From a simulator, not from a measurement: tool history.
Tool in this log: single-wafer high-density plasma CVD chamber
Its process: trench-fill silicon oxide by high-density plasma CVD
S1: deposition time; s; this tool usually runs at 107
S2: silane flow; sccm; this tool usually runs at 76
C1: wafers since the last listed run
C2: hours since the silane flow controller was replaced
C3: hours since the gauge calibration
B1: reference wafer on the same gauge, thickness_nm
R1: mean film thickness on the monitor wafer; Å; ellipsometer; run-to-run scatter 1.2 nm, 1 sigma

Run 1, hour 0: usual settings; C1 0; C2 4584.3; C3 140.9; B1 781.89. Result: R1 8528.28 Å.
Run 2, hour 7.3: usual settings; C1 132; C2 4591.6; C3 148.2; B1 782.175. Result: R1 8520.55 Å.
Run 3, hour 14.7: usual settings; C1 134; C2 4599; C3 155.6; B1 782.105. Result: R1 8474.97 Å.
Run 4, hour 32.2: usual settings but S1 95 s, S2 65 sccm; C1 317; C2 4616.5; C3 173.1; B1 782.338. Result: R1 6481.62 Å.
Run 5, hour 48: usual settings but S1 95 s, S2 65 sccm; C1 286; C2 4632.3; C3 188.9; B1 782.072. Result: R1 6490.19 Å.
Run 6, hour 62.2: usual settings; C1 257; C2 4646.5; C3 203.1; B1 782.47. Result: R1 8522.51 Å.
Run 7, hour 80: usual settings; C1 322; C2 4664.3; C3 220.9; B1 782.169. Result: R1 8521.42 Å.
Run 8, hour 95: usual settings but S1 119 s; C1 271; C2 4679.3; C3 235.9; B1 782.222. Result: R1 9478.7 Å.
At hour 97: gauge calibrated.
Run 9, hour 111.4: usual settings but S1 119 s; C1 297; C2 4695.7; C3 14.4; B1 782.179. Result: R1 9472.68 Å.
Run 10, hour 123.3: usual settings but S2 83 sccm; C1 215; C2 4707.6; C3 26.3; B1 782.338. Result: R1 9289.02 Å.
Run 11, hour 139.6: usual settings; C1 295; C2 4723.9; C3 42.6; B1 782.283. Result: R1 8501.33 Å.
Run 12, hour 147.9: usual settings; C1 150; C2 4732.2; C3 50.9; B1 781.846. Result: R1 8502.13 Å.
Run 13, hour 154.4: usual settings; C1 117; C2 4738.7; C3 57.4; B1 781.608. Result: R1 8516.65 Å.
Run 14, hour 169.7: usual settings; C1 277; C2 4754; C3 72.7; B1 782.842. Result: R1 8532.02 Å.
Run 15, hour 185: usual settings; C1 277; C2 4769.3; C3 88; B1 782. Result: R1 8543.2 Å.
Run 16, hour 193: usual settings; C1 145; C2 4777.3; C3 96; B1 781.576. Result: R1 8539.11 Å.
At hour 209.2: silane flow controller replaced.
Run 17, hour 209.7: usual settings but S1 88 s; C1 157; C2 0.5; C3 112.7; B1 781.79. Result: R1 7243.34 Å.
Run 18, hour 219.9: usual settings; C1 184; C2 10.7; C3 122.9; B1 782.479. Result: R1 8795.79 Å.
Run 19, hour 234.3: usual settings; C1 261; C2 25.1; C3 137.3; B1 782.319. Result: R1 8804.6 Å.
Run 20, hour 243: usual settings but S1 113 s; C1 157; C2 33.8; C3 146; B1 782.053. Result: R1 9322.59 Å.
Run 21, hour 249.3: usual settings but S1 115 s, S2 63 sccm; C1 114; C2 40.1; C3 152.3; B1 782.141. Result: R1 7883.07 Å.
Run 22, hour 265.4: usual settings but S1 95 s, S2 65 sccm; C1 291; C2 56.2; C3 168.4; B1 782.075. Result: R1 6711 Å.
At hour 293.2: silane flow controller replaced, repeated, since the last time left the tool worse.
Run 23, hour 311.6: usual settings but S1 115 s, S2 62 sccm; C1 692; C2 18.4; C3 214.6; B1 781.782. Result: R1 7243.57 Å.
Run 24, hour 323.8: usual settings but S1 102 s, S2 70 sccm; C1 221; C2 30.6; C3 226.8; B1 782.757. Result: R1 7249.05 Å.
Run 25, hour 340.5: usual settings but S1 88 s; C1 302; C2 47.3; C3 243.5; B1 781.888. Result: R1 6742.55 Å.
At hour 341.4: gauge calibrated.
Run 26, hour 357.2: usual settings but S2 82 sccm; C1 302; C2 64; C3 15.8; B1 782.154. Result: R1 8874.41 Å.
Run 27, hour 372.4: usual settings but S1 86 s, S2 85 sccm; C1 275; C2 79.2; C3 31; B1 782.246. Result: R1 7382.47 Å.
Run 28, hour 385.4: usual settings; C1 235; C2 92.2; C3 44; B1 781.628. Result: R1 8211.19 Å.
Run 29, hour 420.3: usual settings; C1 632; C2 127.1; C3 78.9; B1 781.955. Result: R1 8217.88 Å.
Run 30, hour 430.5: usual settings but S1 121 s, S2 86 sccm; C1 184; C2 137.3; C3 89.1; B1 781.787. Result: R1 10472.07 Å.
Run 31, hour 439.3: usual settings but S1 99 s, S2 91 sccm; C1 159; C2 146.1; C3 97.9; B1 781.817. Result: R1 9086.11 Å.
Run 32, hour 453.9: usual settings but S2 80 sccm; C1 264; C2 160.7; C3 112.5; B1 781.828. Result: R1 8651.89 Å.

Below are 5 alternative next runs, each starting from the tool's condition after run 32. Predict each:
Run A, hour 454.3: usual settings but S2 70 sccm; C1 7; C2 161.1; C3 112.9; B1 ?. Result: R1 ?.
Run B, hour 454.3: usual settings but S1 122 s, S2 66 sccm; C1 7; C2 161.1; C3 112.9; B1 ?. Result: R1 ?.
Run C, hour 454.3: usual settings but S1 123 s, S2 90 sccm; C1 7; C2 161.1; C3 112.9; B1 ?. Result: R1 ?.
Run D, hour 454.3: usual settings but S1 113 s, S2 87 sccm; C1 7; C2 161.1; C3 112.9; B1 ?. Result: R1 ?.
Run E, hour 454.3: usual settings but S1 93 s; C1 7; C2 161.1; C3 112.9; B1 ?. Result: R1 ?.

run       B1        R1
  A  782.109   7553.93
  B  782.109   8129.69
  C  782.109  11119.32
  D  782.109   9879.64
  E  782.109   7118.08
What these runs would have given with no unlogged condition in the tool:
run        R1
  A   7518.48
  B   8091.54
  C  11067.13
  D   9833.27
  E   7084.68
